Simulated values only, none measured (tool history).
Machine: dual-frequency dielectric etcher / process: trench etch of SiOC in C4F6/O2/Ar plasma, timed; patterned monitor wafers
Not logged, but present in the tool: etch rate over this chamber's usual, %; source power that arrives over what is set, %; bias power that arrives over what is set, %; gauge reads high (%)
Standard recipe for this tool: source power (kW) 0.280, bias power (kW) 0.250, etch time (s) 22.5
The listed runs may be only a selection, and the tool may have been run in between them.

| run | hour | source power (kW) | bias power (kW) | etch time (s) | wafers since the last listed run | hours since the last wet clean | hours since the last source power generator calibration | hours since the last bias power generator calibration | hours since the last upper electrode change | hours since the gauge calibration | read-back reference wafer on the same gauge, depth_nm | mean etch depth across the wafer (angstrom) |
|---|---|---|---|---|---|---|---|---|---|---|---|---|
| 1 | 0.0 | 0.320 | 0.250 | 22.5 | 0 | 228.9 | 4139.3 | 4150.8 | 4925.1 | 174.6 | 37.41 | 456.1 |
| 2 | 6.3 | 0.320 | 0.250 | 22.5 | 90 | 235.2 | 4145.6 | 4157.1 | 4931.4 | 180.9 | 37.39 | 450.2 |
| 3 | 13.8 | 0.280 | 0.250 | 22.5 | 107 | 242.7 | 4153.1 | 4164.6 | 4938.9 | 188.4 | 37.36 | 439.6 |
| 4 | 21.1 | 0.280 | 0.250 | 22.5 | 105 | 250.0 | 4160.4 | 4171.9 | 4946.2 | 195.7 | 37.40 | 437.0 |
| 5 | 70.4 | 0.280 | 0.250 | 22.5 | 709 | 299.3 | 4209.7 | 4221.2 | 4995.5 | 245.0 | 37.43 | 431.3 |
| 6 | 87.9 | 0.310 | 0.224 | 22.5 | 251 | 316.8 | 4227.2 | 4238.7 | 5013.0 | 262.5 | 37.40 | 437.0 |
| 7 | 100.8 | 0.310 | 0.224 | 22.5 | 185 | 329.7 | 4240.1 | 4251.6 | 5025.9 | 275.4 | 37.41 | 434.4 |
|  | 119.6 | bias power generator calibrated |
|  | 137.5 | wet clean of the chamber |
| 8 | 138.0 | 0.280 | 0.220 | 22.5 | 219 | 0.5 | 4277.3 | 18.4 | 5063.1 | 312.6 | 37.41 | 411.9 |
| 9 | 157.1 | 0.280 | 0.220 | 22.5 | 274 | 19.6 | 4296.4 | 37.5 | 5082.2 | 331.7 | 37.43 | 410.6 |
| 10 | 165.3 | 0.260 | 0.250 | 22.5 | 118 | 27.8 | 4304.6 | 45.7 | 5090.4 | 339.9 | 37.38 | 422.2 |
| 11 | 171.7 | 0.240 | 0.250 | 22.5 | 92 | 34.2 | 4311.0 | 52.1 | 5096.8 | 346.3 | 37.38 | 412.8 |
| 12 | 185.5 | 0.280 | 0.232 | 22.5 | 198 | 48.0 | 4324.8 | 65.9 | 5110.6 | 360.1 | 37.44 | 418.9 |
| 13 | 197.8 | 0.220 | 0.231 | 28.5 | 177 | 60.3 | 4337.1 | 78.2 | 5122.9 | 372.4 | 37.37 | 495.9 |
| 14 | 204.9 | 0.280 | 0.250 | 24.5 | 102 | 67.4 | 4344.2 | 85.3 | 5130.0 | 379.5 | 37.43 | 472.2 |
| 15 | 219.3 | 0.280 | 0.250 | 22.5 | 207 | 81.8 | 4358.6 | 99.7 | 5144.4 | 393.9 | 37.40 | 434.1 |
|  | 225.7 | gauge calibrated |
| 16 | 234.7 | 0.280 | 0.250 | 19.5 | 221 | 97.2 | 4374.0 | 115.1 | 5159.8 | 9.0 | 37.42 | 374.6 |
| 17 | 251.4 | 0.280 | 0.286 | 26.5 | 240 | 113.9 | 4390.7 | 131.8 | 5176.5 | 25.7 | 37.46 | 537.8 |
| 18 | 257.5 | 0.280 | 0.250 | 22.5 | 87 | 120.0 | 4396.8 | 137.9 | 5182.6 | 31.8 | 37.40 | 432.5 |
| 19 | 267.0 | 0.310 | 0.293 | 16.5 | 136 | 129.5 | 4406.3 | 147.4 | 5192.1 | 41.3 | 37.37 | 348.4 |
| 20 | 276.9 | 0.310 | 0.267 | 16.5 | 142 | 139.4 | 4416.2 | 157.3 | 5202.0 | 51.2 | 37.43 | 336.7 |
|  | 318.6 | upper electrode replaced |
| 21 | 319.1 | 0.240 | 0.250 | 28.5 | 261 | 181.6 | 4458.4 | 199.5 | 0.5 | 93.4 | 37.40 | 526.2 |
|  | 327.3 | source power generator calibrated |
| 22 | 371.6 | 0.300 | 0.287 | 17.0 | 698 | 234.1 | 44.3 | 252.0 | 53.0 | 145.9 | 37.39 | 355.2 |
| 23 | 384.2 | 0.320 | 0.250 | 22.5 | 181 | 246.7 | 56.9 | 264.6 | 65.6 | 158.5 | 37.44 | 456.0 |
| 24 | 398.3 | 0.280 | 0.308 | 27.0 | 202 | 260.8 | 71.0 | 278.7 | 79.7 | 172.6 | 37.36 | 564.2 |
| 25 | 408.6 | 0.330 | 0.250 | 22.5 | 148 | 271.1 | 81.3 | 289.0 | 90.0 | 182.9 | 37.41 | 462.3 |
| 26 | 416.1 | 0.260 | 0.231 | 17.0 | 107 | 278.6 | 88.8 | 296.5 | 97.5 | 190.4 | 37.40 | 316.1 |
| 27 | 426.4 | 0.330 | 0.193 | 22.5 | 148 | 288.9 | 99.1 | 306.8 | 107.8 | 200.7 | 37.43 | 426.0 |
| 28 | 439.3 | 0.280 | 0.250 | 22.5 | 185 | 301.8 | 112.0 | 319.7 | 120.7 | 213.6 | 37.41 | 441.4 |
| 29 | 453.8 | 0.280 | 0.250 | 22.5 | 208 | 316.3 | 126.5 | 334.2 | 135.2 | 228.1 | 37.38 | 441.6 |

5 options for the next run, each taken on its own from the tool as it stands now. Forecast them:
| A | 454.2 | 0.280 | 0.250 | 22.5 | 5 | 316.7 | 126.9 | 334.6 | 135.6 | 228.5 | ? | ? |
| B | 454.2 | 0.350 | 0.308 | 22.5 | 5 | 316.7 | 126.9 | 334.6 | 135.6 | 228.5 | ? | ? |
| C | 454.2 | 0.280 | 0.233 | 22.5 | 5 | 316.7 | 126.9 | 334.6 | 135.6 | 228.5 | ? | ? |
| D | 454.2 | 0.220 | 0.307 | 20.0 | 5 | 316.7 | 126.9 | 334.6 | 135.6 | 228.5 | ? | ? |
| E | 454.2 | 0.330 | 0.250 | 28.0 | 5 | 316.7 | 126.9 | 334.6 | 135.6 | 228.5 | ? | ? |

| run | read-back reference wafer on the same gauge, depth_nm | mean etch depth across the wafer (angstrom) |
|---|---|---|
| A | 37.37 | 436.9 |
| B | 37.37 | 503.6 |
| C | 37.37 | 426.5 |
| D | 37.37 | 388.8 |
| E | 37.37 | 572.2 |
Had the tool no hidden state, the same runs would have come out as:
| run | mean etch depth across the wafer (angstrom) |
|---|---|
| A | 425.1 |
| B | 490.1 |
| C | 415.0 |
| D | 378.3 |
| E | 556.7 |
